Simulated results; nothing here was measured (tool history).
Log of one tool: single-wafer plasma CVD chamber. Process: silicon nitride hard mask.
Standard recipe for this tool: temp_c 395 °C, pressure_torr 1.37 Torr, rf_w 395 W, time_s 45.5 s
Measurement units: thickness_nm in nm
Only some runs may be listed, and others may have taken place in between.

run    hour  temp_c  pressure_torr  rf_w  time_s  wafers since the last listed run  hours since the last thermocouple change  hours since the last RF generator calibration  hours since the last manometer calibration  hours since the showerhead was replaced  hours since the gauge calibration  read-back reference wafer on the same gauge, thickness_nm  thickness_nm
  1       0     395           1.37   395    45.5                                 0                                     374.6                                          118.5                                         959                                   4810.9                              272.4                                                     60.827         55.61
  2    43.1     395           1.37   395    45.5                               879                                     417.7                                          161.6                                      1002.1                                     4854                              315.5                                                     60.808         55.06
  3    80.2     395           1.37   395    45.5                               757                                     454.8                                          198.7                                      1039.2                                   4891.1                              352.6                                                     60.786         55.62
  4   140.2     395           1.37   335    45.5                              1224                                     514.8                                          258.7                                      1099.2                                   4951.1                              412.6                                                     60.796        50.193
  5   210.4     390           1.37   395    45.5                              1433                                       585                                          328.9                                      1169.4                                   5021.3                              482.8                                                     60.802        54.636
  6   237.7     389           1.37   395    45.5                               557                                     612.3                                          356.2                                      1196.7                                   5048.6                              510.1                                                     60.838        54.651
  7   263.3     389           1.37   395    45.5                               522                                     637.9                                          381.8                                      1222.3                                   5074.2                              535.7                                                     60.738        54.775
  8   288.9     395           1.37   350    45.5                               522                                     663.5                                          407.4                                      1247.9                                   5099.8                              561.3                                                     60.819        50.677
  9   345.3     395           1.37   350    45.5                              1151                                     719.9                                          463.8                                      1304.3                                   5156.2                              617.7                                                     60.759        49.992
 10     371     395           1.37   350    45.5                               524                                     745.6                                          489.5                                        1330                                   5181.9                              643.4                                                     60.832         50.34
      416.2  -- gauge calibrated
 11   430.4     395           1.37   395    45.5                              1212                                       805                                          548.9                                      1389.4                                   5241.3                               14.2                                                     60.792         54.32
 12   485.3     395           1.37   395    45.5                              1120                                     859.9                                          603.8                                      1444.3                                   5296.2                               69.1                                                      60.84        54.012
 13   554.4     385           1.37   370    45.5                              1410                                       929                                          672.9                                      1513.4                                   5365.3                              138.2                                                      60.85        51.978
 14   621.5     395           1.37   395    45.5                              1369                                     996.1                                            740                                      1580.5                                   5432.4                              205.3                                                     60.784        53.577
 15   679.6     382           1.37   395    51.8                              1186                                    1054.2                                          798.1                                      1638.6                                   5490.5                              263.4                                                     60.763        61.299
 16   719.2     400           1.37   350    53.6                               808                                    1093.8                                          837.7                                      1678.2                                   5530.1                                303                                                     60.782        58.527
      756.2  -- thermocouple changed; heater temperature recalibrated
 17   785.1     395           1.37   395    36.8                              1182                                      28.9                                          903.6                                      1744.1                                     5596                              368.9                                                     60.833        43.014
      797.6  -- showerhead replaced
 18   819.4     401           1.18   355    48.4                               536                                      63.2                                          937.9                                      1778.4                                     21.8                              403.2                                                     60.842        50.777
      829.7  -- RF generator calibrated
      847.1  -- capacitance manometer re-zeroed and calibrated
 19   862.1     395           1.37   395    45.5                               545                                     105.9                                           32.4                                          15                                     64.5                              445.9                                                     60.788        56.039
 20   917.9     395           1.54   320    45.5                              1139                                     161.7                                           88.2                                        70.8                                    120.3                              501.7                                                     60.743        50.676
      949.2  -- gauge calibrated
 21   989.8     395           1.37   395    45.5                              1467                                     233.6                                          160.1                                       142.7                                    192.2                               40.6                                                     60.767        55.376
 22  1037.7     395           1.37   370    48.2                               977                                     281.5                                            208                                       190.6                                    240.1                               88.5                                                     60.721        56.326
 23  1088.8     404           1.53   335      40                              1043                                     332.6                                          259.1                                       241.7                                    291.2                              139.6                                                     60.793        44.617
 24  1148.7     395           1.37   395    45.5                              1222                                     392.5                                            319                                       301.6                                    351.1                              199.5                                                      60.78        54.687

3 ways to go on from here, each from the tool as it stands after run 24. What would each give?
  A  1149.1     395           1.37   395    45.5                                 8                                     392.9                                          319.4                                         302                                    351.5                              199.9                                                          ?             ?
  B  1149.1     389           1.37   395    43.2                                 8                                     392.9                                          319.4                                         302                                    351.5                              199.9                                                          ?             ?
  C  1149.1     395           1.37   445    43.1                                 8                                     392.9                                          319.4                                         302                                    351.5                              199.9                                                          ?             ?

run  read-back reference wafer on the same gauge, thickness_nm  thickness_nm
  A                                                     60.838        54.832
  B                                                     60.838        52.183
  C                                                     60.838         55.58
The same runs, with their run-to-run variation unchanged, on a tool lacking any hidden condition would have given:
run  thickness_nm
  A        55.679
  B        52.989
  C        56.406

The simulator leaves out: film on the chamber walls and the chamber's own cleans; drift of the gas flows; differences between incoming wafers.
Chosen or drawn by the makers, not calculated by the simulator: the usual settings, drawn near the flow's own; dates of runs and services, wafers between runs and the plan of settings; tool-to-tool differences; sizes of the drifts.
